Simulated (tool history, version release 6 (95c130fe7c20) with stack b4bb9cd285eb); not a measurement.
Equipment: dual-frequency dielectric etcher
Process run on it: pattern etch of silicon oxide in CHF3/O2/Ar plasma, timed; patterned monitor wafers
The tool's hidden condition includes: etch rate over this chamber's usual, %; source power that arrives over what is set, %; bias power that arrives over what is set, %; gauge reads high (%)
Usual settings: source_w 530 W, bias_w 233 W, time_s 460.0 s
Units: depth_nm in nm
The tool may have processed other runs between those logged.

run   hour  source_w  bias_w  time_s  wafers since the last listed run  hours since the last wet clean  hours since the last source power generator calibration  hours since the last bias power generator calibration  hours since the last upper electrode change  hours since the gauge calibration  read-back reference wafer on the same gauge, depth_nm  depth_nm
  1    0.0       530     233   377.0                                 0                           169.5                                                   3146.3                                                 3552.1                                       3879.1                              465.7                                                  926.0     762.8
  2   39.8       530     233   377.0                               149                           209.3                                                   3186.1                                                 3591.9                                       3918.9                              505.5                                                  927.8     762.8
  3  100.8       530     233   377.0                               228                           270.3                                                   3247.1                                                 3652.9                                       3979.9                              566.5                                                  926.9     759.8
  4  159.1       530     233   460.0                               218                           328.6                                                   3305.4                                                 3711.2                                       4038.2                              624.8                                                  927.0     927.0
  5  194.7       530     233   381.5                               133                           364.2                                                   3341.0                                                 3746.8                                       4073.8                              660.4                                                  926.1     776.9
  6  220.2       530     233   460.0                                95                           389.7                                                   3366.5                                                 3772.3                                       4099.3                              685.9                                                  926.0     924.1
  7  250.7       530     233   494.5                               114                           420.2                                                   3397.0                                                 3802.8                                       4129.8                              716.4                                                  925.7     994.2
     288.4  -- wet clean of the chamber
  8  290.6       530     233   494.5                                59                             2.2                                                   3436.9                                                 3842.7                                       4169.7                              756.3                                                  928.9    1014.9
  9  338.0       530     233   494.5                               177                            49.6                                                   3484.3                                                 3890.1                                       4217.1                              803.7                                                  924.7    1007.3
     359.0  -- gauge calibrated
 10  362.8       460     204   460.0                                92                            74.4                                                   3509.1                                                 3914.9                                       4241.9                                3.8                                                  925.8     867.7

Expected results for the next run?
     379.3  -- bias power generator calibrated
 11  399.5       530     233   377.0                               122                           111.1                                                   3545.8                                                   20.2                                       4278.6                               40.5                                                      ?         ?

{"run 11": {"read-back reference wafer on the same gauge, depth_nm": 927.2, "depth_nm": 767.4}}
Had the tool carried no hidden state, the very same run would have given depth_nm 767.4 nm.
